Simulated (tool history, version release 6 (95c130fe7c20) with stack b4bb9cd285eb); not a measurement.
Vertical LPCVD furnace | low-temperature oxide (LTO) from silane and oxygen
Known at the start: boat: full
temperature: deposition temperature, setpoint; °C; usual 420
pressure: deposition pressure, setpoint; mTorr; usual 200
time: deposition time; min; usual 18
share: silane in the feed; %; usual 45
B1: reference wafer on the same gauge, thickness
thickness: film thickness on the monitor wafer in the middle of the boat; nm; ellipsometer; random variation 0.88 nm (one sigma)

{"run": 1, "day": 0.0, "temperature": 420, "pressure": 200, "time": 18, "share": 45, "B1": 210.23, "thickness": 216.26}
{"run": 2, "day": 2.225, "temperature": 420, "pressure": 200, "time": 18, "share": 45, "B1": 209.81, "thickness": 215.01}
{"run": 3, "day": 5.808, "temperature": 420, "pressure": 200, "time": 18, "share": 45, "B1": 209.84, "thickness": 214.63}
{"run": 4, "day": 7.758, "temperature": 420, "pressure": 200, "time": 18, "share": 45, "B1": 210.36, "thickness": 215.89}
{"run": 5, "day": 10.858, "temperature": 420, "pressure": 200, "time": 18, "share": 45, "B1": 210.03, "thickness": 216.17}
{"run": 6, "day": 13.738, "temperature": 420, "pressure": 200, "time": 18, "share": 50, "B1": 209.82, "thickness": 236.23}
{"run": 7, "day": 17.867, "temperature": 420, "pressure": 200, "time": 18, "share": 50, "B1": 210.15, "thickness": 236.65}
{"run": 8, "day": 22.283, "temperature": 420, "pressure": 200, "time": 18, "share": 48, "B1": 209.95, "thickness": 228.82}
{"run": 9, "day": 25.167, "temperature": 420, "pressure": 200, "time": 18, "share": 45, "B1": 209.75, "thickness": 217.39}
{"run": 10, "day": 28.067, "temperature": 420, "pressure": 200, "time": 18, "share": 45, "B1": 209.83, "thickness": 218.47}
{"day": 33.729, "done": "thermocouples replaced and temperature profile calibrated"}
{"run": 11, "day": 39.742, "temperature": 425, "pressure": 200, "time": 23, "share": 45, "B1": 210.13, "thickness": 282.94}
{"run": 12, "day": 43.383, "temperature": 426, "pressure": 200, "time": 18, "share": 45, "B1": 210.06, "thickness": 223.88}
{"day": 43.671, "done": "gauge calibrated"}
{"day": 46.992, "done": "pressure gauge zeroed"}
{"run": 13, "day": 47.012, "temperature": 426, "pressure": 200, "time": 18, "share": 45, "B1": 210.06, "thickness": 217.29}
{"day": 48.283, "done": "silane flow controller replaced"}
{"run": 14, "day": 49.379, "temperature": 431, "pressure": 240, "time": 22, "share": 47, "B1": 210.06, "thickness": 349.41}
{"run": 15, "day": 53.638, "temperature": 420, "pressure": 165, "time": 18, "share": 37, "B1": 210.01, "thickness": 138.74}
{"run": 16, "day": 55.5, "temperature": 430, "pressure": 200, "time": 18, "share": 40, "B1": 209.99, "thickness": 204.52}
{"run": 17, "day": 58.421, "temperature": 420, "pressure": 225, "time": 18, "share": 45, "B1": 209.88, "thickness": 234.73}
{"run": 18, "day": 62.083, "temperature": 427, "pressure": 160, "time": 18, "share": 45, "B1": 210.36, "thickness": 180.13}
{"run": 19, "day": 65.967, "temperature": 427, "pressure": 180, "time": 18, "share": 45, "B1": 209.71, "thickness": 201.09}
{"run": 20, "day": 69.438, "temperature": 420, "pressure": 200, "time": 18, "share": 40, "B1": 210.02, "thickness": 185.53}
{"run": 21, "day": 73.046, "temperature": 427, "pressure": 200, "time": 18, "share": 49, "B1": 209.87, "thickness": 242.86}
{"run": 22, "day": 74.871, "temperature": 420, "pressure": 200, "time": 18, "share": 50, "B1": 210.23, "thickness": 230.85}
{"run": 23, "day": 78.754, "temperature": 414, "pressure": 160, "time": 11, "share": 49, "B1": 209.98, "thickness": 105.75}

Forecast run 24:
{"run": 24, "day": 83.104, "temperature": 420, "pressure": 200, "time": 18, "share": 45, "B1": "?", "thickness": "?"}

{"run 24": {"B1": 210.06, "thickness": 210.85}}
Without the tool's hidden state the same run would have given thickness 202.14 nm.

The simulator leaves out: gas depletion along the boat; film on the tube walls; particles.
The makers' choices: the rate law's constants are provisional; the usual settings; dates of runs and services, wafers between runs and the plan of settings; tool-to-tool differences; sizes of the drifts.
